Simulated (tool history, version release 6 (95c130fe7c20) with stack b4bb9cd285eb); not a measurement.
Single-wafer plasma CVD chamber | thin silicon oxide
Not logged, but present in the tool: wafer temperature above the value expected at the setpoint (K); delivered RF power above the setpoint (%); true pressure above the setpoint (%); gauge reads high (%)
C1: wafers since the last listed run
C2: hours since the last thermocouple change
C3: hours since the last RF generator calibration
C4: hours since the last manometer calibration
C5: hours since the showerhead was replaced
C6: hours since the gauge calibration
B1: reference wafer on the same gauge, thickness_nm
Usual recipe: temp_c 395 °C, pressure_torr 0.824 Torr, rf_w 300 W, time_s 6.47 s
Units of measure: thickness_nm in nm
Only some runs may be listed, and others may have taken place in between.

Run 1, hour 0: usual settings; C1 0; C2 1582.4; C3 794.8; C4 867.8; C5 5570.7; C6 304.6; B1 11.702. Result: thickness_nm 12.083 nm.
Run 2, hour 7.3: usual settings; C1 258; C2 1589.7; C3 802.1; C4 875.1; C5 5578; C6 311.9; B1 11.707. Result: thickness_nm 12.044 nm.
Run 3, hour 20.2: usual settings; C1 456; C2 1602.6; C3 815; C4 888; C5 5590.9; C6 324.8; B1 11.687. Result: thickness_nm 12.046 nm.
At hour 31: capacitance manometer re-zeroed and calibrated.
Run 4, hour 31.5: usual settings; C1 116; C2 1613.9; C3 826.3; C4 0.5; C5 5602.2; C6 336.1; B1 11.687. Result: thickness_nm 12.005 nm.
Run 5, hour 33.3: usual settings; C1 63; C2 1615.7; C3 828.1; C4 2.3; C5 5604; C6 337.9; B1 11.686. Result: thickness_nm 12.13 nm.
Run 6, hour 50.9: usual settings; C1 622; C2 1633.3; C3 845.7; C4 19.9; C5 5621.6; C6 355.5; B1 11.694. Result: thickness_nm 12.059 nm.
Run 7, hour 68.2: usual settings; C1 612; C2 1650.6; C3 863; C4 37.2; C5 5638.9; C6 372.8; B1 11.708. Result: thickness_nm 11.946 nm.
Run 8, hour 78.5: usual settings; C1 364; C2 1660.9; C3 873.3; C4 47.5; C5 5649.2; C6 383.1; B1 11.702. Result: thickness_nm 11.965 nm.
At hour 82.4: gauge calibrated.
At hour 117.7: thermocouple changed; heater temperature recalibrated.
Run 9, hour 125.6: usual settings; C1 1383; C2 7.9; C3 920.4; C4 94.6; C5 5696.3; C6 43.2; B1 11.714. Result: thickness_nm 12.023 nm.
At hour 134.1: RF generator calibrated.
Run 10, hour 134.6: usual settings; C1 35; C2 16.9; C3 0.5; C4 103.6; C5 5705.3; C6 52.2; B1 11.7. Result: thickness_nm 12.674 nm.
At hour 154.9: showerhead replaced.
Run 11, hour 155.4: usual settings; C1 452; C2 37.7; C3 21.3; C4 124.4; C5 0.5; C6 73; B1 11.705. Result: thickness_nm 12.608 nm.
Run 12, hour 155.7: usual settings but temp_c 403 °C, pressure_torr 0.933 Torr, rf_w 325 W; C1 10; C2 38; C3 21.6; C4 124.7; C5 0.8; C6 73.3; B1 11.69. Result: thickness_nm 14.709 nm.
Run 13, hour 165: usual settings but temp_c 385 °C; C1 329; C2 47.3; C3 30.9; C4 134; C5 10.1; C6 82.6; B1 11.685. Result: thickness_nm 12.711 nm.
Run 14, hour 172.4: usual settings but pressure_torr 0.665 Torr, time_s 6.04 s; C1 261; C2 54.7; C3 38.3; C4 141.4; C5 17.5; C6 90; B1 11.72. Result: thickness_nm 9.339 nm.
Run 15, hour 193.9: usual settings but temp_c 406 °C, pressure_torr 0.683 Torr; C1 760; C2 76.2; C3 59.8; C4 162.9; C5 39; C6 111.5; B1 11.709. Result: thickness_nm 10.205 nm.
Run 16, hour 209.4: usual settings but rf_w 325 W, time_s 6.05 s; C1 548; C2 91.7; C3 75.3; C4 178.4; C5 54.5; C6 127; B1 11.699. Result: thickness_nm 12.368 nm.
Run 17, hour 215.9: usual settings but temp_c 409 °C; C1 230; C2 98.2; C3 81.8; C4 184.9; C5 61; C6 133.5; B1 11.7. Result: thickness_nm 12.579 nm.
Run 18, hour 224.2: usual settings; C1 293; C2 106.5; C3 90.1; C4 193.2; C5 69.3; C6 141.8; B1 11.712. Result: thickness_nm 12.597 nm.
Run 19, hour 232.5: usual settings; C1 293; C2 114.8; C3 98.4; C4 201.5; C5 77.6; C6 150.1; B1 11.704. Result: thickness_nm 12.587 nm.
Run 20, hour 243.7: usual settings but temp_c 385 °C, pressure_torr 0.922 Torr, time_s 5.78 s; C1 396; C2 126; C3 109.6; C4 212.7; C5 88.8; C6 161.3; B1 11.684. Result: thickness_nm 12.501 nm.
Run 21, hour 252.8: usual settings; C1 322; C2 135.1; C3 118.7; C4 221.8; C5 97.9; C6 170.4; B1 11.718. Result: thickness_nm 12.588 nm.
Run 22, hour 268.3: usual settings but pressure_torr 0.915 Torr, time_s 7.38 s; C1 548; C2 150.6; C3 134.2; C4 237.3; C5 113.4; C6 185.9; B1 11.696. Result: thickness_nm 15.885 nm.
Run 23, hour 279.2: usual settings; C1 385; C2 161.5; C3 145.1; C4 248.2; C5 124.3; C6 196.8; B1 11.701. Result: thickness_nm 12.48 nm.
Run 24, hour 299: usual settings but temp_c 381 °C; C1 700; C2 181.3; C3 164.9; C4 268; C5 144.1; C6 216.6; B1 11.692. Result: thickness_nm 12.667 nm.
Run 25, hour 316.5: usual settings; C1 619; C2 198.8; C3 182.4; C4 285.5; C5 161.6; C6 234.1; B1 11.724. Result: thickness_nm 12.445 nm.
Run 26, hour 325.1: usual settings but temp_c 406 °C, time_s 5.7 s; C1 304; C2 207.4; C3 191; C4 294.1; C5 170.2; C6 242.7; B1 11.713. Result: thickness_nm 10.971 nm.
Run 27, hour 334.8: usual settings but rf_w 245 W; C1 343; C2 217.1; C3 200.7; C4 303.8; C5 179.9; C6 252.4; B1 11.715. Result: thickness_nm 10.94 nm.
Run 28, hour 343.3: usual settings but time_s 5.76 s; C1 300; C2 225.6; C3 209.2; C4 312.3; C5 188.4; C6 260.9; B1 11.714. Result: thickness_nm 11.127 nm.

What the log doesn't show, run by run:
wafer temperature above the value expected at the setpoint (K): 0 in every run
true pressure above the setpoint (%): 0 in every run
gauge reads high (%): 0 in every run
H1: delivered RF power above the setpoint (%)
run      H1
  1   -7.94
  2      -8
  3   -8.12
  4   -8.22
  5   -8.23
  6   -8.39
  7   -8.55
  8   -8.64
  9   -9.06
 10  -0.833
 11   -1.02
 12   -1.02
 13    -1.1
 14   -1.17
 15   -1.36
 16    -1.5
 17   -1.56
 18   -1.63
 19    -1.7
 20    -1.8
 21   -1.88
 22   -2.02
 23   -2.12
 24    -2.3
 25   -2.45
 26   -2.53
 27   -2.61
 28   -2.69

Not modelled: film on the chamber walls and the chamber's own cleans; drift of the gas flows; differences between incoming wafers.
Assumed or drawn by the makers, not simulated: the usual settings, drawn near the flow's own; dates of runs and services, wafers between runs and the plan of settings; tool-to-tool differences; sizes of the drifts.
